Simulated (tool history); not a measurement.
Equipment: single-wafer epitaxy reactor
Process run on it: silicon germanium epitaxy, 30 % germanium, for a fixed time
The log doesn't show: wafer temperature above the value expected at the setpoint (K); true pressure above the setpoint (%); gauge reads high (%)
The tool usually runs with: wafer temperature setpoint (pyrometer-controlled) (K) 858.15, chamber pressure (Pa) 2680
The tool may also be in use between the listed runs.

run	hour	wafer temperature setpoint (pyrometer-controlled) (K)	chamber pressure (Pa)	wafers since the last listed run	hours since the last pyrometer calibration	hours since the last manometer calibration	hours since the showerhead was replaced	hours since the gauge calibration	read-back reference wafer on the same gauge, thickness_nm	mean film thickness on the monitor wafer (angstrom)
1	0.0	865.15	2680	0	690.5	740.2	4747.2	920.7	40.216	472.50
2	72.9	865.15	2680	1326	763.4	813.1	4820.1	993.6	40.202	474.36
3	174.7	865.15	2680	1852	865.2	914.9	4921.9	1095.4	40.202	473.70
4	270.8	858.15	2680	1749	961.3	1011.0	5018.0	1191.5	40.188	408.13
5	320.6	858.15	2680	906	1011.1	1060.8	5067.8	1241.3	40.232	408.47
6	372.4	858.15	2680	942	1062.9	1112.6	5119.6	1293.1	40.204	407.62
7	426.8	858.15	2373	990	1117.3	1167.0	5174.0	1347.5	40.207	395.29
8	531.9	858.15	2680	1913	1222.4	1272.1	5279.1	1452.6	40.157	407.06
9	586.3	858.15	2680	990	1276.8	1326.5	5333.5	1507.0	40.153	405.74
10	662.4	865.15	2960	1385	1352.9	1402.6	5409.6	1583.1	40.194	482.35
11	751.5	865.15	2960	1621	1442.0	1491.7	5498.7	1672.2	40.204	480.67
12	827.9	858.15	2680	1390	1518.4	1568.1	5575.1	1748.6	40.192	407.15
# hour 841.8: pyrometer calibrated
# hour 853.2: capacitance manometer re-zeroed and calibrated
13	1031.7	858.15	2680	3418	189.9	178.5	5778.9	1952.4	40.199	412.82
# hour 1079.8: gauge calibrated
14	1125.9	858.15	2093	1714	284.1	272.7	5873.1	46.1	40.197	389.19
15	1233.0	858.15	2680	1949	391.2	379.8	5980.2	153.2	40.165	410.19
16	1291.0	858.15	2133	1055	449.2	437.8	6038.2	211.2	40.192	388.88
17	1387.5	858.15	2680	1756	545.7	534.3	6134.7	307.7	40.195	407.99
18	1437.0	849.15	3133	900	595.2	583.8	6184.2	357.2	40.172	349.16
19	1475.2	858.15	3106	695	633.4	622.0	6222.4	395.4	40.190	424.91
20	1516.9	858.15	2120	759	675.1	663.7	6264.1	437.1	40.195	386.98
# hour 1572.5: showerhead replaced
21	1592.1	858.15	2680	1223	750.3	738.9	19.6	512.3	40.190	410.63
22	1682.5	858.15	3026	1645	840.7	829.3	110.0	602.7	40.220	419.93
23	1730.0	858.15	2680	864	888.2	876.8	157.5	650.2	40.220	408.87
24	1786.6	846.15	2680	1030	944.8	933.4	214.1	706.8	40.232	313.57
25	1846.8	846.15	2386	1095	1005.0	993.6	274.3	767.0	40.195	305.19
26	1883.1	862.15	2680	660	1041.3	1029.9	310.6	803.3	40.192	444.33
27	1984.4	858.15	2680	1843	1142.6	1131.2	411.9	904.6	40.206	406.92

Alternative continuations, all from the tool just after run 27; predict every row:
A	1984.8	858.15	2160	7	1143.0	1131.6	412.3	905.0	?	?
B	1984.8	854.15	2946	7	1143.0	1131.6	412.3	905.0	?	?
C	1984.8	869.15	2960	7	1143.0	1131.6	412.3	905.0	?	?
D	1984.8	847.15	2680	7	1143.0	1131.6	412.3	905.0	?	?
E	1984.8	858.15	2960	7	1143.0	1131.6	412.3	905.0	?	?

run	read-back reference wafer on the same gauge, thickness_nm	mean film thickness on the monitor wafer (angstrom)
A	40.219	388.34
B	40.219	382.35
C	40.219	527.34
D	40.219	320.42
E	40.219	417.43
Take away the tool's hidden state, keep each run's random variation, and the runs would have read:
run	mean film thickness on the monitor wafer (angstrom)
A	393.12
B	387.05
C	533.82
D	324.36
E	422.56
